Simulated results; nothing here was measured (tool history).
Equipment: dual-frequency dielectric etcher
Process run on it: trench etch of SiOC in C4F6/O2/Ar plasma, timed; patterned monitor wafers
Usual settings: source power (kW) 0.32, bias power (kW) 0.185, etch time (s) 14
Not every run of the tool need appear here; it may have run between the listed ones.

run    hour  source power (kW)  bias power (kW)  etch time (s)  read-back reference wafer on the same gauge, depth_nm  mean etch depth across the wafer (angstrom)
  1       0               0.32            0.185             14                                                   21.4                                        257.4
       47.7  -- wet clean of the chamber
  2    95.7               0.32            0.185             14                                                  21.41                                        257.1
  3     158               0.32            0.199             14                                                  21.42                                        260.9
      214.7  -- upper electrode replaced, of another model than before
  4   215.2               0.32            0.185             14                                                  21.41                                        254.2
  5   290.5               0.32            0.185             14                                                  21.41                                        253.6
  6   355.2               0.32            0.185             14                                                  21.39                                        253.6
        387  -- source power generator calibrated
  7   410.6                0.3            0.185             14                                                  21.39                                        253.5
      456.3  -- wet clean of the chamber
  8   471.6               0.32            0.185             14                                                   21.4                                        260.6
  9   546.9               0.32            0.185             14                                                  21.42                                        261.7
 10   631.2               0.32            0.185           16.5                                                  21.41                                        306.2
 11   708.5               0.32            0.185             14                                                  21.42                                        262.2
 12   773.8               0.26            0.199           12.5                                                  21.42                                        214.7
 13   859.1               0.32            0.204             14                                                  21.42                                        270.5
      944.6  -- wet clean of the chamber
 14   945.1               0.32            0.185             14                                                  21.39                                        261.5
 15   995.2               0.32            0.185             14                                                   21.4                                        261.7
 16  1037.1               0.25            0.197             14                                                   21.4                                        235.2
     1074.9  -- gauge calibrated
 17  1106.7               0.37            0.199             17                                                  21.41                                        348.2
 18  1144.7               0.32            0.185             14                                                   21.4                                        259.6
 19  1218.2               0.32            0.185             17                                                  21.42                                        315.8
 20  1262.6               0.28            0.207             14                                                  21.42                                        254.5
     1271.2  -- bias power generator calibrated
 21  1340.5               0.29            0.185             14                                                  21.43                                        246.9
     1454.2  -- wet clean of the chamber
 22  1454.7               0.26            0.169             14                                                  21.38                                        226.6
 23  1493.2               0.28            0.185             12                                                  21.39                                        208.8
 24  1549.1               0.32            0.206             14                                                  21.42                                        270.7
 25    1616               0.38              0.2             16                                                  21.39                                        331.8
 26  1676.9               0.25            0.185           12.5                                                  21.39                                        203.9
 27  1717.2               0.32            0.185             14                                                   21.4                                        258.7
 28  1763.4               0.25            0.185             10                                                  21.41                                          163

Alternative continuations, all from the tool just after run 28; predict every row:
  A  1763.8               0.32             0.17             14                                                      ?                                            ?
  B  1763.8               0.36            0.162           15.5                                                      ?                                            ?
  C  1763.8               0.38            0.199             16                                                      ?                                            ?
  D  1763.8               0.32            0.158             14                                                      ?                                            ?
  E  1763.8               0.32            0.147             13                                                      ?                                            ?

run  read-back reference wafer on the same gauge, depth_nm  mean etch depth across the wafer (angstrom)
  A                                                  21.38                                        251.6
  B                                                  21.38                                        290.5
  C                                                  21.38                                          331
  D                                                  21.38                                        245.1
  E                                                  21.38                                        221.9
Without the tool's unlogged condition, the same runs would have read:
run  mean etch depth across the wafer (angstrom)
  A                                        254.3
  B                                        293.6
  C                                        334.6
  D                                        247.8
  E                                        224.4
